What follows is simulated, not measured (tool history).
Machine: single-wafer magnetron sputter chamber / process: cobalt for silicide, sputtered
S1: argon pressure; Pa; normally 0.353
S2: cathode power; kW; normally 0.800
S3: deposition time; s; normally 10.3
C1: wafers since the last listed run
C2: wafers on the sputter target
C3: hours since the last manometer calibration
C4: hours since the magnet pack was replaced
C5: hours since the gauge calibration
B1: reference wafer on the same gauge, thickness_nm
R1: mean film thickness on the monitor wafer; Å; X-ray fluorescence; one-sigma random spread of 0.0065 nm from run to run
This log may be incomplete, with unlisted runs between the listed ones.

Run 1, hour 0.0: usual settings; C1 0; C2 1327; C3 841.3; C4 12050.4; C5 60.9; B1 3.670. Result: R1 43.61 Å.
Run 2, hour 26.5: usual settings; C1 824; C2 2151; C3 867.8; C4 12076.9; C5 87.4; B1 3.669. Result: R1 43.48 Å.
Run 3, hour 58.2: usual settings; C1 985; C2 3137; C3 899.5; C4 12108.6; C5 119.1; B1 3.668. Result: R1 43.28 Å.
At hour 83.0: sputter target and shields replaced.
Run 4, hour 83.5: usual settings; C1 537; C2 14; C3 924.8; C4 12133.9; C5 144.4; B1 3.671. Result: R1 43.84 Å.
Run 5, hour 114.2: usual settings; C1 954; C2 968; C3 955.5; C4 12164.6; C5 175.1; B1 3.672. Result: R1 43.80 Å.
At hour 148.4: capacitance manometer re-zeroed and calibrated.
Run 6, hour 148.9: usual settings; C1 830; C2 1798; C3 0.5; C4 12199.3; C5 209.8; B1 3.668. Result: R1 43.00 Å.
Run 7, hour 175.0: usual settings; C1 811; C2 2610; C3 26.6; C4 12225.4; C5 235.9; B1 3.670. Result: R1 42.73 Å.
At hour 198.2: gauge calibrated.
Run 8, hour 209.1: usual settings; C1 1060; C2 3670; C3 60.7; C4 12259.5; C5 10.9; B1 3.669. Result: R1 42.73 Å.
At hour 217.5: sputter target and shields replaced.
At hour 229.0: magnet pack replaced.
Run 9, hour 244.4: usual settings but S2 0.850 kW, S3 12.1 s; C1 600; C2 587; C3 96.0; C4 15.4; C5 46.2; B1 3.667. Result: R1 52.77 Å.
Run 10, hour 271.5: usual settings; C1 842; C2 1429; C3 123.1; C4 42.5; C5 73.3; B1 3.669. Result: R1 42.98 Å.
Run 11, hour 297.7: usual settings but S1 0.297 Pa, S2 0.900 kW, S3 9.5 s; C1 814; C2 2244; C3 149.3; C4 68.7; C5 99.5; B1 3.670. Result: R1 43.54 Å.
Run 12, hour 315.8: usual settings; C1 562; C2 2807; C3 167.4; C4 86.8; C5 117.6; B1 3.670. Result: R1 42.78 Å.
At hour 340.4: sputter target and shields replaced.
Run 13, hour 347.7: usual settings but S2 0.650 kW, S3 8.3 s; C1 743; C2 225; C3 199.3; C4 118.7; C5 149.5; B1 3.672. Result: R1 30.46 Å.
Run 14, hour 362.2: usual settings but S3 11.1 s; C1 450; C2 676; C3 213.8; C4 133.2; C5 164.0; B1 3.670. Result: R1 46.42 Å.
Run 15, hour 374.3: usual settings but S1 0.301 Pa, S2 0.950 kW, S3 9.5 s; C1 376; C2 1052; C3 225.9; C4 145.3; C5 176.1; B1 3.671. Result: R1 45.32 Å.
Run 16, hour 394.5: usual settings but S2 0.950 kW; C1 628; C2 1680; C3 246.1; C4 165.5; C5 196.3; B1 3.673. Result: R1 48.41 Å.

Alternative continuations, all from the tool just after run 16; predict every row:
Run A, hour 394.9: usual settings but S2 0.850 kW; C1 12; C2 1693; C3 246.5; C4 165.9; C5 196.7; B1 ?. Result: R1 ?.
Run B, hour 394.9: usual settings but S2 0.700 kW, S3 8.5 s; C1 12; C2 1693; C3 246.5; C4 165.9; C5 196.7; B1 ?. Result: R1 ?.
Run C, hour 394.9: usual settings but S1 0.466 Pa, S2 0.950 kW, S3 11.4 s; C1 12; C2 1693; C3 246.5; C4 165.9; C5 196.7; B1 ?. Result: R1 ?.
Run D, hour 394.9: usual settings but S1 0.458 Pa, S2 0.900 kW, S3 9.1 s; C1 12; C2 1693; C3 246.5; C4 165.9; C5 196.7; B1 ?. Result: R1 ?.
Run E, hour 394.9: usual settings but S1 0.486 Pa, S3 12.0 s; C1 12; C2 1693; C3 246.5; C4 165.9; C5 196.7; B1 ?. Result: R1 ?.

run     B1     R1
  A  3.671  44.91
  B  3.671  32.66
  C  3.671  52.01
  D  3.671  40.08
  E  3.671  48.45
Had the tool no hidden state, the same runs would have come out as:
run     R1
  A  45.23
  B  32.89
  C  52.40
  D  40.38
  E  48.83

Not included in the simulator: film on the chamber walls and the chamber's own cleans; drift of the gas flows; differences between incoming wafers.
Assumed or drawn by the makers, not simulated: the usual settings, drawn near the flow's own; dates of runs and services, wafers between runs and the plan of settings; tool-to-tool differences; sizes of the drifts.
